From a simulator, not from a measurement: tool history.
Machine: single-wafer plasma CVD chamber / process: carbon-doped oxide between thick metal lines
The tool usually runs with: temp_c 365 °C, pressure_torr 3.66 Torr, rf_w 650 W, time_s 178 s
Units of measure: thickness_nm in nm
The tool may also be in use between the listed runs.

run,day,temp_c,pressure_torr,rf_w,time_s,wafers since the last listed run,hours since the last thermocouple change,hours since the last RF generator calibration,hours since the last manometer calibration,hours since the showerhead was replaced,hours since the gauge calibration,"read-back reference wafer on the same gauge, thickness_nm",thickness_nm
1,0,365,3.43,705,178,0,1333.7,1289.6,2896.5,5489.4,66.8,900.259,1035.564
2,0.9,365,3.43,705,178,170,1355.3,1311.2,2918.1,5511,88.4,900.623,1035.754
3,1.742,365,3.43,705,178,159,1375.5,1331.4,2938.3,5531.2,108.6,900.639,1033.061
4,2.933,365,3.66,575,178,225,1404.1,1360,2966.9,5559.8,137.2,898.875,975.121
5,4.262,365,3.66,575,178,251,1436,1391.9,2998.8,5591.7,169.1,898.533,979.222
# day 5.85: RF generator calibrated
6,5.871,365,3.66,750,178,241,1474.6,0.5,3037.4,5630.3,207.7,895.364,1058.216
7,7.033,365,3.66,750,178,220,1502.5,28.4,3065.3,5658.2,235.6,894.25,1050.355
# day 7.371: thermocouple changed; heater temperature recalibrated
# day 7.412: capacitance manometer re-zeroed and calibrated
8,8.138,365,3.66,650,178,137,18.4,54.9,17.4,5684.7,262.1,892.849,1006.918
# day 9.325: gauge calibrated
# day 9.479: showerhead replaced
9,9.55,375,3.66,605,200,204,52.3,88.8,51.3,1.7,5.4,900.676,1087.315
10,10.075,365,3.66,590,178,99,64.9,101.4,63.9,14.3,18,900.476,986.016
11,10.633,365,3.94,690,145,105,78.3,114.8,77.3,27.7,31.4,900.339,853.281
12,11.704,371,3.66,650,212,202,104,140.5,103,53.4,57.1,899.981,1193.158
13,12.379,365,3.66,650,178,127,120.2,156.7,119.2,69.6,73.3,899.769,1021.139
14,13.196,372,3.66,690,156,154,139.8,176.3,138.8,89.2,92.9,898.527,890.305

Hidden state, per run?
wafer temperature above the value expected at the setpoint (K): 0 across all the runs
delivered RF power above the setpoint (%): 0 across all the runs
true pressure above the setpoint (%): 0 across all the runs
H1: gauge reads high (%)
run,H1
1,0.146
2,0.0944
3,0.0328
4,-0.0759
5,-0.227
6,-0.452
7,-0.643
8,-0.847
9,0.0399
10,0.0354
11,0.0251
12,-0.01
13,-0.0427
14,-0.0931

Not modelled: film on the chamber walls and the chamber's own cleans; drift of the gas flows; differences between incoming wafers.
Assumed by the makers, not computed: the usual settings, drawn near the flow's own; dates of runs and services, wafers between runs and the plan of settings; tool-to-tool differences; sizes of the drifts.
